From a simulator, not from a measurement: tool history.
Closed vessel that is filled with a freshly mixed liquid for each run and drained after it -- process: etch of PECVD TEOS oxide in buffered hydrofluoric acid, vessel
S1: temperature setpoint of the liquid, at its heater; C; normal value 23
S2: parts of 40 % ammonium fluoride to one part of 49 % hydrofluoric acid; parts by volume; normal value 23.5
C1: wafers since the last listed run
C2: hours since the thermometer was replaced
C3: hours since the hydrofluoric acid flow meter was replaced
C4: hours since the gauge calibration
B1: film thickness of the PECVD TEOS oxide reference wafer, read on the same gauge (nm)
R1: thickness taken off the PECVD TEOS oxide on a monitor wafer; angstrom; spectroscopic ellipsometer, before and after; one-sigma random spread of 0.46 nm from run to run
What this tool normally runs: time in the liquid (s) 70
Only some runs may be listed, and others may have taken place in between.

run 1 hour=0 | S1=21.5 S2=23.5 time_in_the_liquid_(s)=70 | C1=0 C2=1757.5 C3=939.4 C4=910.7 | B1=130.02 | R1=525.9
-- hour=10.5 hydrofluoric acid flow meter replaced
run 2 hour=28.8 | S1=23 S2=23.5 time_in_the_liquid_(s)=70 | C1=3970 C2=1786.3 C3=18.3 C4=939.5 | B1=130.01 | R1=560.2
run 3 hour=100.4 | S1=23 S2=23.5 time_in_the_liquid_(s)=70 | C1=10226 C2=1857.9 C3=89.9 C4=1011.1 | B1=129.99 | R1=562.3
run 4 hour=133.2 | S1=23 S2=23.5 time_in_the_liquid_(s)=70 | C1=4684 C2=1890.7 C3=122.7 C4=1043.9 | B1=130.02 | R1=568
run 5 hour=166.5 | S1=23 S2=23.5 time_in_the_liquid_(s)=70 | C1=4756 C2=1924 C3=156 C4=1077.2 | B1=130.04 | R1=570.6
run 6 hour=214.2 | S1=23 S2=23.5 time_in_the_liquid_(s)=70 | C1=6812 C2=1971.7 C3=203.7 C4=1124.9 | B1=129.97 | R1=562
run 7 hour=263.4 | S1=23 S2=27.5 time_in_the_liquid_(s)=50 | C1=7026 C2=2020.9 C3=252.9 C4=1174.1 | B1=129.99 | R1=361.4
run 8 hour=289.2 | S1=23 S2=27.5 time_in_the_liquid_(s)=50 | C1=3684 C2=2046.7 C3=278.7 C4=1199.9 | B1=129.99 | R1=359.8
run 9 hour=334.8 | S1=23 S2=23.5 time_in_the_liquid_(s)=70 | C1=6512 C2=2092.3 C3=324.3 C4=1245.5 | B1=130.02 | R1=572
-- hour=385.8 thermometer replaced
run 10 hour=396.9 | S1=23 S2=23.5 time_in_the_liquid_(s)=70 | C1=8726 C2=11.1 C3=386.4 C4=1307.6 | B1=130.02 | R1=573
run 11 hour=458.6 | S1=23 S2=23.5 time_in_the_liquid_(s)=70 | C1=8812 C2=72.8 C3=448.1 C4=1369.3 | B1=129.97 | R1=565.9
run 12 hour=510.5 | S1=23 S2=23.5 time_in_the_liquid_(s)=70 | C1=7412 C2=124.7 C3=500 C4=1421.2 | B1=130.04 | R1=574.4
-- hour=561.4 gauge calibrated
run 13 hour=570.4 | S1=28 S2=18.5 time_in_the_liquid_(s)=50 | C1=8555 C2=184.6 C3=559.9 C4=9 | B1=129.99 | R1=648.2
run 14 hour=638.1 | S1=23 S2=23.5 time_in_the_liquid_(s)=85 | C1=9669 C2=252.3 C3=627.6 C4=76.7 | B1=130 | R1=683
run 15 hour=702.7 | S1=23 S2=19 time_in_the_liquid_(s)=40 | C1=9226 C2=316.9 C3=692.2 C4=141.3 | B1=129.98 | R1=383.3
run 16 hour=760.6 | S1=27.5 S2=15.5 time_in_the_liquid_(s)=70 | C1=8269 C2=374.8 C3=750.1 C4=199.2 | B1=130.02 | R1=1046.5
run 17 hour=823.1 | S1=23 S2=17 time_in_the_liquid_(s)=70 | C1=8926 C2=437.3 C3=812.6 C4=261.7 | B1=129.97 | R1=754.9
run 18 hour=864.7 | S1=25 S2=26 time_in_the_liquid_(s)=80 | C1=5941 C2=478.9 C3=854.2 C4=303.3 | B1=129.96 | R1=679.4
-- hour=912.4 hydrofluoric acid flow meter replaced
run 19 hour=917.5 | S1=23 S2=20.5 time_in_the_liquid_(s)=40 | C1=7398 C2=531.7 C3=5.1 C4=356.1 | B1=130.02 | R1=361.9
run 20 hour=967.3 | S1=23 S2=14 time_in_the_liquid_(s)=95 | C1=7112 C2=581.5 C3=54.9 C4=405.9 | B1=129.95 | R1=1225.8
run 21 hour=1029.3 | S1=23 S2=23.5 time_in_the_liquid_(s)=70 | C1=8855 C2=643.5 C3=116.9 C4=467.9 | B1=129.99 | R1=568.8
run 22 hour=1100.3 | S1=23 S2=23.5 time_in_the_liquid_(s)=70 | C1=10140 C2=714.5 C3=187.9 C4=538.9 | B1=130 | R1=564.7
run 23 hour=1162.6 | S1=20 S2=27 time_in_the_liquid_(s)=85 | C1=8897 C2=776.8 C3=250.2 C4=601.2 | B1=130 | R1=528.6
run 24 hour=1199.9 | S1=25 S2=23.5 time_in_the_liquid_(s)=70 | C1=5327 C2=814.1 C3=287.5 C4=638.5 | B1=129.96 | R1=623
run 25 hour=1254.3 | S1=23 S2=23.5 time_in_the_liquid_(s)=70 | C1=7769 C2=868.5 C3=341.9 C4=692.9 | B1=129.99 | R1=565.9

Here are 3 independent what-if runs from the current tool condition. What would each one return?
run A hour=1255 | S1=23 S2=23.5 time_in_the_liquid_(s)=70 | C1=99 C2=869.2 C3=342.6 C4=693.6 | B1=? | R1=?
run B hour=1255 | S1=25 S2=28 time_in_the_liquid_(s)=70 | C1=99 C2=869.2 C3=342.6 C4=693.6 | B1=? | R1=?
run C hour=1255 | S1=25 S2=30 time_in_the_liquid_(s)=80 | C1=99 C2=869.2 C3=342.6 C4=693.6 | B1=? | R1=?

run=A B1=129.95 R1=565.2
run=B B1=129.95 R1=559.1
run=C B1=129.95 R1=609.4
Stripped of hidden state, with their random variation kept, the same runs would have yielded:
run=A R1=565.2
run=B R1=559.1
run=C R1=609.4
